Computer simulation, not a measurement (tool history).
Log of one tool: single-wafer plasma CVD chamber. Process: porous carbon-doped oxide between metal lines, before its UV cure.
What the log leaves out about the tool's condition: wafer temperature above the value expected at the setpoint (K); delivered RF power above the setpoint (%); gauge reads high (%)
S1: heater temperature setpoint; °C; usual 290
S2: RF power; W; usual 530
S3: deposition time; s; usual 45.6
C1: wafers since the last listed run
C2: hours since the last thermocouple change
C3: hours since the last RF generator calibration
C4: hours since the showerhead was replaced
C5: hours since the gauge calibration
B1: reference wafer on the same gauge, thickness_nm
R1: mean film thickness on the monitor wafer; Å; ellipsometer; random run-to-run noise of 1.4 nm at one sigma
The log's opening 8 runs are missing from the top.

At hour 758: gauge calibrated.
Run 9, hour 765.6: usual settings but S1 281 °C, S3 47.5 s; C1 1357; C2 2887.8; C3 985.6; C4 4760.5; C5 7.6; B1 247.986. Result: R1 2787.72 Å.
At hour 882.3: showerhead replaced.
At hour 942.1: thermocouple changed; heater temperature recalibrated.
Run 10, hour 983.9: usual settings but S1 281 °C, S3 47.5 s; C1 2711; C2 41.8; C3 1203.9; C4 101.6; C5 225.9; B1 248.113. Result: R1 2877 Å.
Run 11, hour 1167: usual settings but S2 495 W, S3 41 s; C1 2454; C2 224.9; C3 1387; C4 284.7; C5 409; B1 248.712. Result: R1 2201.71 Å.
Run 12, hour 1273.3: usual settings but S3 50.7 s; C1 1424; C2 331.2; C3 1493.3; C4 391; C5 515.3; B1 248.143. Result: R1 2861.92 Å.
Run 13, hour 1338.8: usual settings but S3 50.7 s; C1 878; C2 396.7; C3 1558.8; C4 456.5; C5 580.8; B1 248.601. Result: R1 2844.06 Å.
Run 14, hour 1376.3: usual settings but S1 284 °C, S3 50.2 s; C1 502; C2 434.2; C3 1596.3; C4 494; C5 618.3; B1 248.052. Result: R1 2917.04 Å.
Run 15, hour 1447.3: usual settings but S2 555 W; C1 951; C2 505.2; C3 1667.3; C4 565; C5 689.3; B1 247.852. Result: R1 2650.36 Å.
At hour 1530.9: RF generator calibrated.
Run 16, hour 1546.7: usual settings but S3 41.5 s; C1 1225; C2 604.6; C3 15.8; C4 664.4; C5 788.7; B1 248.038. Result: R1 2460.56 Å.
Run 17, hour 1651.2: usual settings but S1 285 °C, S2 630 W; C1 1400; C2 709.1; C3 120.3; C4 768.9; C5 893.2; B1 247.934. Result: R1 3107.46 Å.
Run 18, hour 1832.1: usual settings but S1 282 °C; C1 2424; C2 890; C3 301.2; C4 949.8; C5 1074.1; B1 248.284. Result: R1 2755.85 Å.
Run 19, hour 1922.2: usual settings; C1 1207; C2 980.1; C3 391.3; C4 1039.9; C5 1164.2; B1 247.983. Result: R1 2632.64 Å.
Run 20, hour 2001: usual settings; C1 1056; C2 1058.9; C3 470.1; C4 1118.7; C5 1243; B1 248.131. Result: R1 2600.87 Å.
Run 21, hour 2061: usual settings; C1 804; C2 1118.9; C3 530.1; C4 1178.7; C5 1303; B1 248.212. Result: R1 2604.05 Å.
Run 22, hour 2134.8: usual settings; C1 989; C2 1192.7; C3 603.9; C4 1252.5; C5 1376.8; B1 248.492. Result: R1 2610.72 Å.
Run 23, hour 2224.1: usual settings but S1 295 °C, S2 500 W, S3 51.3 s; C1 1197; C2 1282; C3 693.2; C4 1341.8; C5 1466.1; B1 247.816. Result: R1 2704.97 Å.
Run 24, hour 2328.8: usual settings but S2 615 W; C1 1403; C2 1386.7; C3 797.9; C4 1446.5; C5 1570.8; B1 248.603. Result: R1 2891.87 Å.
Run 25, hour 2391.3: usual settings; C1 837; C2 1449.2; C3 860.4; C4 1509; C5 1633.3; B1 248.465. Result: R1 2575.15 Å.
Run 26, hour 2437.4: usual settings but S1 296 °C; C1 617; C2 1495.3; C3 906.5; C4 1555.1; C5 1679.4; B1 248.126. Result: R1 2482.68 Å.
Run 27, hour 2517.2: usual settings but S1 282 °C, S3 54.6 s; C1 1069; C2 1575.1; C3 986.3; C4 1634.9; C5 1759.2; B1 248.016. Result: R1 3212.92 Å.
Run 28, hour 2616.6: usual settings but S1 294 °C, S2 590 W, S3 48 s; C1 1332; C2 1674.5; C3 1085.7; C4 1734.3; C5 1858.6; B1 247.94. Result: R1 2859.36 Å.
Run 29, hour 2660.7: usual settings but S2 455 W, S3 52 s; C1 591; C2 1718.6; C3 1129.8; C4 1778.4; C5 1902.7; B1 248.274. Result: R1 2552.51 Å.
Run 30, hour 2749: usual settings but S3 50.7 s; C1 1183; C2 1806.9; C3 1218.1; C4 1866.7; C5 1991; B1 248.099. Result: R1 2816.87 Å.
Run 31, hour 2823.5: usual settings but S2 635 W, S3 54.2 s; C1 998; C2 1881.4; C3 1292.6; C4 1941.2; C5 2065.5; B1 247.649. Result: R1 3426.78 Å.
Run 32, hour 2905.2: usual settings but S1 284 °C, S2 440 W, S3 39.7 s; C1 1095; C2 1963.1; C3 1374.3; C4 2022.9; C5 2147.2; B1 247.681. Result: R1 1924.6 Å.
Run 33, hour 2941.5: usual settings but S1 296 °C; C1 486; C2 1999.4; C3 1410.6; C4 2059.2; C5 2183.5; B1 248.239. Result: R1 2406.72 Å.

Each row is a separate what-if for the run after 33, all from the same tool condition, not one after another. Results?
Run A, hour 2941.9: usual settings but S3 47.9 s; C1 5; C2 1999.8; C3 1411; C4 2059.6; C5 2183.9; B1 ?. Result: R1 ?.
Run B, hour 2941.9: usual settings but S1 277 °C; C1 5; C2 1999.8; C3 1411; C4 2059.6; C5 2183.9; B1 ?. Result: R1 ?.
Run C, hour 2941.9: usual settings but S1 297 °C, S2 460 W, S3 52 s; C1 5; C2 1999.8; C3 1411; C4 2059.6; C5 2183.9; B1 ?. Result: R1 ?.
Run D, hour 2941.9: usual settings but S1 300 °C, S2 635 W, S3 49.9 s; C1 5; C2 1999.8; C3 1411; C4 2059.6; C5 2183.9; B1 ?. Result: R1 ?.
Run E, hour 2941.9: usual settings but S1 286 °C, S3 51.7 s; C1 5; C2 1999.8; C3 1411; C4 2059.6; C5 2183.9; B1 ?. Result: R1 ?.

run       B1       R1
  A  247.986  2653.54
  B  247.986  2755.59
  C  247.986   2443.2
  D  247.986  2974.59
  E  247.986  2933.59
Take away the tool's hidden state, keep each run's random variation, and the runs would have read:
run       R1
  A  2850.24
  B  2966.78
  C  2640.58
  D  3186.66
  E  3154.32

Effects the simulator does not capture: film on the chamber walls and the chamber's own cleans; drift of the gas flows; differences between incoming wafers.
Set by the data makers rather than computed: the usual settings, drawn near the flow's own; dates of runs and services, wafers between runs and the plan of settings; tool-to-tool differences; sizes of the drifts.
